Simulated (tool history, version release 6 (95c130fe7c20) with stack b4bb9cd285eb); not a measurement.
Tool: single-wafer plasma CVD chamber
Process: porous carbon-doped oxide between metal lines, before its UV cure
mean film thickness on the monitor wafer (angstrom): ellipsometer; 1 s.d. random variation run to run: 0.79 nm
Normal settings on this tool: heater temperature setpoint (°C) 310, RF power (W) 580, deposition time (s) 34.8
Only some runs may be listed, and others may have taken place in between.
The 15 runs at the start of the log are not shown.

run     day  heater temperature setpoint (°C)  RF power (W)  deposition time (s)  wafers since the last listed run  hours since the last thermocouple change  hours since the last RF generator calibration  hours since the showerhead was replaced  hours since the gauge calibration  read-back reference wafer on the same gauge, thickness_nm  mean film thickness on the monitor wafer (angstrom)
 16  31.250                               310           555                 34.8                              1298                                    1330.3                                         1114.7                                   6394.6                              602.1                                                    188.044                                              1941.13
     33.950  -- RF generator calibrated
 17  34.196                               310           580                 41.7                              1425                                    1401.0                                            5.9                                   6465.3                              672.8                                                    187.897                                              2369.58
 18  36.071                               310           495                 32.9                              1023                                    1446.0                                           50.9                                   6510.3                              717.8                                                    187.842                                              1597.33
 19  38.146                               296           580                 34.8                              1132                                    1495.8                                          100.7                                   6560.1                              767.6                                                    187.916                                              2142.25
 20  39.667                               310           670                 34.8                               829                                    1532.3                                          137.2                                   6596.6                              804.1                                                    188.055                                              2236.99
     41.121  -- gauge calibrated
 21  41.425                               310           580                 34.8                               959                                    1574.5                                          179.4                                   6638.8                                7.3                                                    188.007                                              1968.95
 22  42.950                               310           580                 34.8                               832                                    1611.1                                          216.0                                   6675.4                               43.9                                                    187.890                                              1961.42
     44.508  -- RF generator calibrated, repeated, since the last time left the tool worse
 23  44.529                               310           580                 34.8                               679                                    1649.0                                            0.5                                   6713.3                               81.8                                                    188.055                                              2068.96
     50.592  -- thermocouple changed; heater temperature recalibrated
 24  50.638                               302           625                 38.2                              3151                                       1.1                                          147.1                                   6859.9                              228.4                                                    188.356                                              2542.12
     52.129  -- showerhead replaced
 25  53.354                               310           580                 37.2                              1300                                      66.3                                          212.3                                     29.4                              293.6                                                    188.290                                              2195.83
 26  55.333                               310           580                 34.8                              1079                                     113.8                                          259.8                                     76.9                              341.1                                                    187.982                                              2057.73
 27  57.783                               324           630                 34.8                              1336                                     172.6                                          318.6                                    135.7                              399.9                                                    187.987                                              2044.76
 28  59.067                               322           615                 41.0                               700                                     203.4                                          349.4                                    166.5                              430.7                                                    188.166                                              2373.60
 29  60.700                               310           580                 34.8                               891                                     242.6                                          388.6                                    205.7                              469.9                                                    188.162                                              2051.84
 30  61.883                               305           510                 28.1                               645                                     271.0                                          417.0                                    234.1                              498.3                                                    188.154                                              1512.24
 31  63.371                               310           580                 34.8                               811                                     306.7                                          452.7                                    269.8                              534.0                                                    187.983                                              2055.41
 32  66.217                               303           510                 30.3                              1552                                     375.0                                          521.0                                    338.1                              602.3                                                    187.770                                              1649.24

Forecast each of these 5 alternatives for the next run:
  A  66.233                               310           580                 34.8                                 9                                     375.4                                          521.4                                    338.5                              602.7                                                          ?                                                    ?
  B  66.233                               318           630                 34.8                                 9                                     375.4                                          521.4                                    338.5                              602.7                                                          ?                                                    ?
  C  66.233                               310           490                 34.8                                 9                                     375.4                                          521.4                                    338.5                              602.7                                                          ?                                                    ?
  D  66.233                               310           485                 28.1                                 9                                     375.4                                          521.4                                    338.5                              602.7                                                          ?                                                    ?
  E  66.233                               324           580                 29.1                                 9                                     375.4                                          521.4                                    338.5                              602.7                                                          ?                                                    ?

run  read-back reference wafer on the same gauge, thickness_nm  mean film thickness on the monitor wafer (angstrom)
  A                                                    188.050                                              2048.84
  B                                                    188.050                                              2107.18
  C                                                    188.050                                              1727.69
  D                                                    188.050                                              1386.64
  E                                                    188.050                                              1588.06
With no hidden state in the tool, these same runs would have given:
run  mean film thickness on the monitor wafer (angstrom)
  A                                              2090.75
  B                                              2150.25
  C                                              1769.93
  D                                              1420.55
  E                                              1620.54
